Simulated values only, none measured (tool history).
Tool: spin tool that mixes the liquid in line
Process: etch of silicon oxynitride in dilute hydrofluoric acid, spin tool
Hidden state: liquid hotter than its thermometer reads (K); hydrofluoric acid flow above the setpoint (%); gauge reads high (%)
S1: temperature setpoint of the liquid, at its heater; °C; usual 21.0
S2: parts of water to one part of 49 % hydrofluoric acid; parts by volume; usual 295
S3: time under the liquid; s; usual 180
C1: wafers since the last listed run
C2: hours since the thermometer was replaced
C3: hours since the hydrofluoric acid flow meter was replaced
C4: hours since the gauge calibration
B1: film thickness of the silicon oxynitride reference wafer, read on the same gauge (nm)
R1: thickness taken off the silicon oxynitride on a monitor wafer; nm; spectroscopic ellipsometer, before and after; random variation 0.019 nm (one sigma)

Run 1, day 0.000: usual settings; C1 0; C2 138.7; C3 1060.7; C4 153.6; B1 150.000. Result: R1 0.767 nm.
At day 3.550: hydrofluoric acid flow meter replaced.
Run 2, day 7.612: usual settings; C1 1050; C2 321.4; C3 97.5; C4 336.3; B1 150.022. Result: R1 0.719 nm.
Run 3, day 11.042: usual settings; C1 475; C2 403.7; C3 179.8; C4 418.6; B1 150.011. Result: R1 0.715 nm.
Run 4, day 13.912: usual settings but S1 22.5 °C, S3 235 s; C1 398; C2 472.6; C3 248.7; C4 487.5; B1 150.025. Result: R1 1.022 nm.
Run 5, day 16.450: usual settings but S1 22.5 °C, S3 235 s; C1 352; C2 533.5; C3 309.6; C4 548.4; B1 149.959. Result: R1 1.004 nm.
Run 6, day 18.362: usual settings but S1 24.5 °C; C1 265; C2 579.4; C3 355.5; C4 594.3; B1 149.958. Result: R1 0.881 nm.
Run 7, day 20.833: usual settings but S1 24.5 °C; C1 342; C2 638.7; C3 414.8; C4 653.6; B1 150.027. Result: R1 0.884 nm.
Run 8, day 32.008: usual settings but S1 24.5 °C; C1 1550; C2 906.9; C3 683.0; C4 921.8; B1 150.009. Result: R1 0.943 nm.
At day 32.854: thermometer replaced.
Run 9, day 35.883: usual settings; C1 531; C2 72.7; C3 776.0; C4 1014.8; B1 149.989. Result: R1 0.751 nm.
Run 10, day 38.642: usual settings; C1 382; C2 138.9; C3 842.2; C4 1081.0; B1 149.969. Result: R1 0.755 nm.
At day 41.375: hydrofluoric acid flow meter replaced.
Run 11, day 42.658: usual settings; C1 551; C2 235.3; C3 30.8; C4 1177.4; B1 149.999. Result: R1 0.678 nm.
Run 12, day 45.712: usual settings but S2 250 parts by volume, S3 130 s; C1 423; C2 308.6; C3 104.1; C4 1250.7; B1 149.987. Result: R1 0.596 nm.
Run 13, day 48.817: usual settings but S2 250 parts by volume, S3 130 s; C1 430; C2 383.1; C3 178.6; C4 1325.2; B1 150.020. Result: R1 0.595 nm.
Run 14, day 51.188: usual settings but S2 250 parts by volume, S3 130 s; C1 328; C2 440.0; C3 235.5; C4 1382.1; B1 149.998. Result: R1 0.635 nm.
Run 15, day 53.979: usual settings but S1 17.0 °C, S2 145 parts by volume; C1 387; C2 507.0; C3 302.5; C4 1449.1; B1 149.997. Result: R1 1.345 nm.
Run 16, day 56.550: usual settings but S3 110 s; C1 356; C2 568.7; C3 364.2; C4 1510.8; B1 149.978. Result: R1 0.461 nm.
Run 17, day 58.325: usual settings; C1 246; C2 611.3; C3 406.8; C4 1553.4; B1 150.003. Result: R1 0.760 nm.
Run 18, day 62.062: usual settings but S1 17.0 °C, S2 145 parts by volume; C1 518; C2 701.0; C3 496.5; C4 1643.1; B1 150.004. Result: R1 1.316 nm.
Run 19, day 64.342: usual settings but S3 225 s; C1 316; C2 755.7; C3 551.2; C4 1697.8; B1 150.003. Result: R1 0.994 nm.
At day 67.838: gauge calibrated.
Run 20, day 68.688: usual settings but S1 23.0 °C; C1 602; C2 860.0; C3 655.5; C4 20.4; B1 150.003. Result: R1 0.854 nm.
Run 21, day 70.850: usual settings but S1 17.0 °C; C1 300; C2 911.9; C3 707.4; C4 72.3; B1 150.000. Result: R1 0.644 nm.
Run 22, day 72.400: usual settings but S2 375 parts by volume, S3 145 s; C1 215; C2 949.1; C3 744.6; C4 109.5; B1 149.964. Result: R1 0.477 nm.
Run 23, day 75.529: usual settings; C1 434; C2 1024.2; C3 819.7; C4 184.6; B1 150.008. Result: R1 0.774 nm.
Run 24, day 79.821: usual settings but S1 18.0 °C, S2 225 parts by volume, S3 90 s; C1 595; C2 1127.2; C3 922.7; C4 287.6; B1 150.002. Result: R1 0.495 nm.
At day 79.912: hydrofluoric acid flow meter replaced.
At day 80.033: thermometer replaced.
Run 25, day 82.479: usual settings; C1 357; C2 58.7; C3 61.6; C4 351.4; B1 149.995. Result: R1 0.655 nm.
Run 26, day 86.458: usual settings but S1 25.0 °C, S2 435 parts by volume; C1 552; C2 154.2; C3 157.1; C4 446.9; B1 150.009. Result: R1 0.483 nm.
Run 27, day 89.175: usual settings but S1 24.5 °C, S2 255 parts by volume, S3 120 s; C1 376; C2 219.4; C3 222.3; C4 512.1; B1 149.988. Result: R1 0.639 nm.
Run 28, day 91.496: usual settings but S1 18.0 °C, S2 250 parts by volume, S3 255 s; C1 321; C2 275.1; C3 278.0; C4 567.8; B1 150.033. Result: R1 1.045 nm.
Run 29, day 93.038: usual settings but S1 18.5 °C, S2 200 parts by volume, S3 105 s; C1 213; C2 312.1; C3 315.0; C4 604.8; B1 149.978. Result: R1 0.594 nm.
Run 30, day 96.254: usual settings but S1 17.0 °C, S2 430 parts by volume, S3 260 s; C1 446; C2 389.3; C3 392.2; C4 682.0; B1 149.988. Result: R1 0.547 nm.
Run 31, day 98.221: usual settings but S1 25.5 °C, S2 210 parts by volume, S3 75 s; C1 272; C2 436.5; C3 439.4; C4 729.2; B1 149.996. Result: R1 0.581 nm.
Run 32, day 100.642: usual settings but S1 25.5 °C, S2 225 parts by volume; C1 335; C2 494.6; C3 497.5; C4 787.3; B1 149.996. Result: R1 1.208 nm.

Hidden state or all else? Some run-to-run changes of R1, split into what the settings, what came in and random variation would give without the hidden state, and what is left for the hidden state (with any gauge scatter that isn't in both results):
Run 14 -> 15: S1 21.0 -> 17.0, S2 250 -> 145, S3 130 -> 180. R1 +0.710 nm: hidden state +0.087, all else +0.623.
Run 15 -> 16: S1 17.0 -> 21.0, S2 145 -> 295, S3 180 -> 110. R1 -0.884 nm: hidden state -0.089, all else -0.795.
Run 17 -> 18: S1 21.0 -> 17.0, S2 295 -> 145. R1 +0.556 nm: hidden state +0.098, all else +0.458.
Run 31 -> 32: S2 210 -> 225, S3 75 -> 180. R1 +0.627 nm: hidden state +0.088, all else +0.539.
